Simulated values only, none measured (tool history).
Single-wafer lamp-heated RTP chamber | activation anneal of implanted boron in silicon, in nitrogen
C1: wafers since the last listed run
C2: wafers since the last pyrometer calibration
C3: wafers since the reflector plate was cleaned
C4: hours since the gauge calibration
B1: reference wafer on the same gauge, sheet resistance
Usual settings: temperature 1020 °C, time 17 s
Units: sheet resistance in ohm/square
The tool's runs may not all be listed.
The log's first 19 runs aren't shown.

{"run": 20, "hour": 1074.2, "temperature": 1020, "time": 17, "C1": 662, "C2": 763, "C3": 4045, "C4": 2136.2, "B1": 116.92, "sheet resistance": 122.61}
{"run": 21, "hour": 1105.7, "temperature": 994, "time": 27, "C1": 346, "C2": 1110, "C3": 4392, "C4": 2167.7, "B1": 117.0, "sheet resistance": 126.69}
{"hour": 1107.9, "done": "gauge calibrated"}
{"hour": 1134.8, "done": "reflector plate cleaned"}
{"run": 22, "hour": 1167.0, "temperature": 1032, "time": 20, "C1": 586, "C2": 1697, "C3": 354, "C4": 59.1, "B1": 116.98, "sheet resistance": 121.72}
{"run": 23, "hour": 1221.5, "temperature": 1039, "time": 7, "C1": 599, "C2": 2297, "C3": 954, "C4": 113.6, "B1": 116.94, "sheet resistance": 121.78}
{"run": 24, "hour": 1288.7, "temperature": 1020, "time": 17, "C1": 739, "C2": 3036, "C3": 1693, "C4": 180.8, "B1": 117.13, "sheet resistance": 122.14}
{"run": 25, "hour": 1318.2, "temperature": 1029, "time": 27, "C1": 324, "C2": 3361, "C3": 2018, "C4": 210.3, "B1": 117.1, "sheet resistance": 121.34}
{"run": 26, "hour": 1379.0, "temperature": 1020, "time": 17, "C1": 669, "C2": 4030, "C3": 2687, "C4": 271.1, "B1": 117.14, "sheet resistance": 121.73}
{"run": 27, "hour": 1419.2, "temperature": 1043, "time": 9, "C1": 442, "C2": 4473, "C3": 3130, "C4": 311.3, "B1": 117.13, "sheet resistance": 121.47}
{"hour": 1472.7, "done": "pyrometer window cleaned and pyrometer calibrated"}
{"run": 28, "hour": 1487.3, "temperature": 1020, "time": 22, "C1": 661, "C2": 160, "C3": 3791, "C4": 379.4, "B1": 116.95, "sheet resistance": 122.24}
{"hour": 1518.7, "done": "reflector plate cleaned"}
{"run": 29, "hour": 1520.1, "temperature": 1038, "time": 25, "C1": 272, "C2": 433, "C3": 15, "C4": 412.2, "B1": 116.93, "sheet resistance": 121.37}
{"run": 30, "hour": 1568.3, "temperature": 1020, "time": 17, "C1": 530, "C2": 964, "C3": 546, "C4": 460.4, "B1": 117.01, "sheet resistance": 122.38}
{"run": 31, "hour": 1628.0, "temperature": 1020, "time": 17, "C1": 657, "C2": 1621, "C3": 1203, "C4": 520.1, "B1": 117.02, "sheet resistance": 122.51}
{"run": 32, "hour": 1682.1, "temperature": 1004, "time": 7, "C1": 595, "C2": 2216, "C3": 1798, "C4": 574.2, "B1": 116.98, "sheet resistance": 126.47}
{"run": 33, "hour": 1733.0, "temperature": 1007, "time": 12, "C1": 560, "C2": 2777, "C3": 2358, "C4": 625.1, "B1": 116.98, "sheet resistance": 124.36}

Forecast run 34:
{"run": 34, "hour": 1762.7, "temperature": 995, "time": 26, "C1": 326, "C2": 3104, "C3": 2685, "C4": 654.8, "B1": "?", "sheet resistance": "?"}

B1: 117.05
sheet resistance: 124.90 ohm/square
Without the tool's hidden state the same run would have given sheet resistance 126.64 ohm/square.
